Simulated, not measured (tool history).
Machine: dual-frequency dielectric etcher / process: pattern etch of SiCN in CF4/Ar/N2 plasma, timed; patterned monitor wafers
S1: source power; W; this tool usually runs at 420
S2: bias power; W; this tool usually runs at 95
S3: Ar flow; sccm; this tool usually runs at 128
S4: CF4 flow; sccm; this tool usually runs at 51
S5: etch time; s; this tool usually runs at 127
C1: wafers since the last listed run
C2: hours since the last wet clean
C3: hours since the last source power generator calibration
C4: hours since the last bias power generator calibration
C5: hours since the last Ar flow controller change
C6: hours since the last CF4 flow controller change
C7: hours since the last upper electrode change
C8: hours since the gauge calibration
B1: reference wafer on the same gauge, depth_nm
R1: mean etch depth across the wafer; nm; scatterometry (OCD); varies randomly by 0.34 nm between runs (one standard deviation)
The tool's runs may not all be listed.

run 1 day=0 | S1=420 S2=95 S3=128 S4=51 S5=127 | C1=0 C2=446.2 C3=3607.3 C4=1267.1 C5=2953.5 C6=2329.2 C7=5482.6 C8=128.9 | B1=108.3 | R1=97.7
run 2 day=0.388 | S1=420 S2=95 S3=128 S4=51 S5=127 | C1=48 C2=455.5 C3=3616.6 C4=1276.4 C5=2962.8 C6=2338.5 C7=5491.9 C8=138.2 | B1=108.2 | R1=97.2
run 3 day=0.958 | S1=420 S2=95 S3=128 S4=51 S5=127 | C1=71 C2=469.2 C3=3630.3 C4=1290.1 C5=2976.5 C6=2352.2 C7=5505.6 C8=151.9 | B1=108.3 | R1=97.1
run 4 day=1.45 | S1=420 S2=95 S3=103 S4=51 S5=127 | C1=61 C2=481 C3=3642.1 C4=1301.9 C5=2988.3 C6=2364 C7=5517.4 C8=163.7 | B1=108.3 | R1=102.7
run 5 day=2.192 | S1=420 S2=95 S3=128 S4=51 S5=127 | C1=92 C2=498.8 C3=3659.9 C4=1319.7 C5=3006.1 C6=2381.8 C7=5535.2 C8=181.5 | B1=108.1 | R1=97.1
run 6 day=2.712 | S1=420 S2=95 S3=128 S4=51 S5=139 | C1=64 C2=511.3 C3=3672.4 C4=1332.2 C5=3018.6 C6=2394.3 C7=5547.7 C8=194 | B1=108.2 | R1=106.1
-- day=2.85 gauge calibrated
run 7 day=3.3 | S1=420 S2=95 S3=128 S4=51 S5=127 | C1=73 C2=525.4 C3=3686.5 C4=1346.3 C5=3032.7 C6=2408.4 C7=5561.8 C8=10.8 | B1=108.2 | R1=97.6
run 8 day=3.925 | S1=420 S2=95 S3=136 S4=51 S5=127 | C1=77 C2=540.4 C3=3701.5 C4=1361.3 C5=3047.7 C6=2423.4 C7=5576.8 C8=25.8 | B1=108.1 | R1=96
run 9 day=4.288 | S1=420 S2=95 S3=128 S4=51 S5=127 | C1=45 C2=549.1 C3=3710.2 C4=1370 C5=3056.4 C6=2432.1 C7=5585.5 C8=34.5 | B1=108.3 | R1=97.1
-- day=4.588 Ar flow controller replaced
-- day=5.075 CF4 flow controller replaced
-- day=5.133 bias power generator calibrated
-- day=5.817 upper electrode replaced
-- day=5.912 wet clean of the chamber
run 10 day=5.933 | S1=330 S2=95 S3=128 S4=51 S5=145 | C1=38 C2=0.5 C3=3749.7 C4=19.2 C5=32.3 C6=20.6 C7=2.8 C8=74 | B1=108.4 | R1=90.4
run 11 day=5.946 | S1=420 S2=95 S3=128 S4=51 S5=127 | C1=1 C2=0.8 C3=3750 C4=19.5 C5=32.6 C6=20.9 C7=3.1 C8=74.3 | B1=108.2 | R1=97.2
run 12 day=6 | S1=470 S2=95 S3=128 S4=51 S5=103 | C1=6 C2=2.1 C3=3751.3 C4=20.8 C5=33.9 C6=22.2 C7=4.4 C8=75.6 | B1=108.1 | R1=86.5
run 13 day=6.462 | S1=370 S2=103 S3=128 S4=51 S5=127 | C1=57 C2=13.2 C3=3762.4 C4=31.9 C5=45 C6=33.3 C7=15.5 C8=86.7 | B1=108.1 | R1=89.1
run 14 day=6.821 | S1=420 S2=95 S3=128 S4=51 S5=127 | C1=44 C2=21.8 C3=3771 C4=40.5 C5=53.6 C6=41.9 C7=24.1 C8=95.3 | B1=108.1 | R1=97.5
-- day=7.017 source power generator calibrated
run 15 day=7.2 | S1=420 S2=119 S3=128 S4=40 S5=127 | C1=26 C2=30.9 C3=4.4 C4=49.6 C5=62.7 C6=51 C7=33.2 C8=104.4 | B1=108.3 | R1=96.8
run 16 day=7.838 | S1=450 S2=95 S3=128 S4=51 S5=127 | C1=79 C2=46.2 C3=19.7 C4=64.9 C5=78 C6=66.3 C7=48.5 C8=119.7 | B1=108.4 | R1=102.7
run 17 day=8.542 | S1=420 S2=95 S3=160 S4=43 S5=116 | C1=87 C2=63.1 C3=36.6 C4=81.8 C5=94.9 C6=83.2 C7=65.4 C8=136.6 | B1=108.1 | R1=81
run 18 day=8.85 | S1=420 S2=87 S3=128 S4=56 S5=127 | C1=38 C2=70.5 C3=44 C4=89.2 C5=102.3 C6=90.6 C7=72.8 C8=144 | B1=108.3 | R1=97.3

Describe how what the log doesn't record of the tool's condition differs between the last listed run preceding each entry between runs and the first listed run following it.
From run 6 to run 7: gauge calibrated (day 2.85)
  no difference in the tool's unlogged condition between these two runs
From run 9 to run 10: Ar flow controller replaced (day 4.588); CF4 flow controller replaced (day 5.075); bias power generator calibrated (day 5.133); upper electrode replaced (day 5.817); wet clean of the chamber (day 5.912)
  no difference in the tool's unlogged condition between these two runs
From run 14 to run 15: source power generator calibrated (day 7.017)
  no difference in the tool's unlogged condition between these two runs
